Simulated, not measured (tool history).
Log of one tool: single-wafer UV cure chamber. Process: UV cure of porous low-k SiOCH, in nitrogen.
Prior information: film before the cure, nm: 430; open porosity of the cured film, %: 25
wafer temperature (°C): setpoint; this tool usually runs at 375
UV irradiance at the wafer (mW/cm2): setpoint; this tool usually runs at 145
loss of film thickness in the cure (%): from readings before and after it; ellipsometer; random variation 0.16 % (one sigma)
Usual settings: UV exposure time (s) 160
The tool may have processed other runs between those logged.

run     day  wafer temperature (°C)  UV exposure time (s)  UV irradiance at the wafer (mW/cm2)  loss of film thickness in the cure (%)
  1   0.000                     375                   160                                  145                                  11.158
  2   2.025                     375                   160                                  145                                  11.114
  3   3.567                     375                   160                                  145                                  11.137
  4   4.783                     380                   160                                  170                                  12.401
  5  10.221                     380                   160                                  170                                  11.999
  6  12.767                     385                   200                                  145                                  12.382
  7  13.954                     385                   200                                  145                                  12.698
  8  16.442                     375                   160                                  145                                  10.973
  9  18.375                     375                   160                                  145                                  11.269
 10  20.529                     375                   160                                  145                                  11.374
 11  22.446                     375                   160                                  145                                  11.394
 12  24.925                     389                   160                                  145                                  11.513
 13  27.838                     375                   190                                  145                                  11.919
 14  30.033                     375                   160                                  129                                  10.546
 15  31.792                     395                   185                                  145                                  12.449
 16  34.175                     375                   160                                  145                                  11.190
 17  36.762                     375                   160                                  145                                  11.077
 18  38.021                     375                   200                                  145                                  12.078
 19  39.754                     375                   160                                  145                                  11.095
 20  41.592                     375                   160                                  145                                  11.217
 21  42.946                     389                   215                                  124                                  12.120
 22  45.846                     364                   255                                  105                                  11.677
 23  48.642                     375                   205                                  145                                  12.483
 24  50.612                     369                    75                                  124                                   6.939
 25  51.833                     358                   160                                  145                                  10.833

Removed from this log: 5 entries logged between the listed runs. Between which two listed runs does each belong, and how does the tool's hidden state at the listed run before it compare with that at the listed run after it?
Between runs 3 and 4: quartz window cleaned (day 4.008)
  no difference in the tool's unlogged condition between these two runs
Between runs 8 and 9: quartz window cleaned (day 18.138)
  no difference in the tool's unlogged condition between these two runs
Between runs 10 and 11: UV bulbs replaced (day 21.238)
  no difference in the tool's unlogged condition between these two runs
Between runs 15 and 16: quartz window cleaned (day 33.412)
  no difference in the tool's unlogged condition between these two runs
Between runs 22 and 23: quartz window cleaned (day 46.450)
  no difference in the tool's unlogged condition between these two runs

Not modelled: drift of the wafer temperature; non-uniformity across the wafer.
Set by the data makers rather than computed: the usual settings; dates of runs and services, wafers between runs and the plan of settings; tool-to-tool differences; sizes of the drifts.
